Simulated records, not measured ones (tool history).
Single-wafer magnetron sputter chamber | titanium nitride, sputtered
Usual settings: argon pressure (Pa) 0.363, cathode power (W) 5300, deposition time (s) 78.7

run	hour	argon pressure (Pa)	cathode power (W)	deposition time (s)	read-back reference wafer on the same gauge, thickness_nm	mean film thickness on the monitor wafer (Å)
1	0	0.363	5000	71.1	84.079	623.55
2	34.8	0.433	5300	78.7	84.194	718.1
3	63.8	0.44	5300	91	84.014	821.88
4	77.3	0.44	5300	91	84.047	817.99
5	91.7	0.363	5300	89.5	84.176	828.84
6	126.1	0.363	5300	89.5	84.202	826.87
7	160.4	0.363	5300	89.5	84.14	822.82
8	242.9	0.363	5300	82.5	84.159	762.74
9	256.9	0.363	5300	78.7	84.08	721.69
10	292.4	0.363	5300	78.7	84.107	722.65
11	308.3	0.363	5300	74	84.043	674.56
# hour 339.6: gauge calibrated
12	344.1	0.363	5300	78.7	84.072	720.67
# hour 371.6: magnet pack replaced
13	378.9	0.363	5300	78.7	84.056	722.89
14	394.3	0.432	5300	78.7	84.159	706.03
15	413.6	0.363	5850	88.6	84.166	888.3
16	429	0.252	5300	78.7	84.093	738.04
# hour 517.9: sputter target and shields replaced
17	524.2	0.282	4250	84.1	84.044	639.51
18	551.6	0.498	4700	78.7	84.095	624.86
19	578.5	0.363	5300	69.3	84.093	648.05
20	610.5	0.454	5300	74.6	84.102	676.5
21	646.5	0.25	6000	78.7	84.017	848.79
# hour 727.7: capacitance manometer re-zeroed and calibrated
22	728.5	0.276	4750	78.7	84.08	668.1
23	749.6	0.231	6300	78.7	84.068	884.37
24	761.8	0.303	5300	78.7	84.037	741.2
25	787.3	0.268	5300	78.7	84.201	742.99
# hour 788.1: gauge calibrated
26	818.6	0.304	6100	78.7	84.109	844.32
27	842.6	0.363	5300	78.7	84.174	725.94
28	914.1	0.43	5850	89.1	84.061	885.42
29	936.8	0.363	5300	78.7	83.958	718.17
30	967.2	0.363	5300	78.7	84.056	722.16
31	1016.2	0.308	4900	78.7	84.106	672.38

3 ways to go on from here, each from the tool as it stands after run 31. What would each give?
A	1016.6	0.363	5300	78.7	?	?
B	1016.6	0.363	4800	78.7	?	?
C	1016.6	0.363	5300	90.4	?	?

run	read-back reference wafer on the same gauge, thickness_nm	mean film thickness on the monitor wafer (Å)
A	84.03	717.09
B	84.03	649.44
C	84.03	823.69
Without the tool's hidden state the same runs would have given:
run	mean film thickness on the monitor wafer (Å)
A	730.25
B	661.36
C	838.81
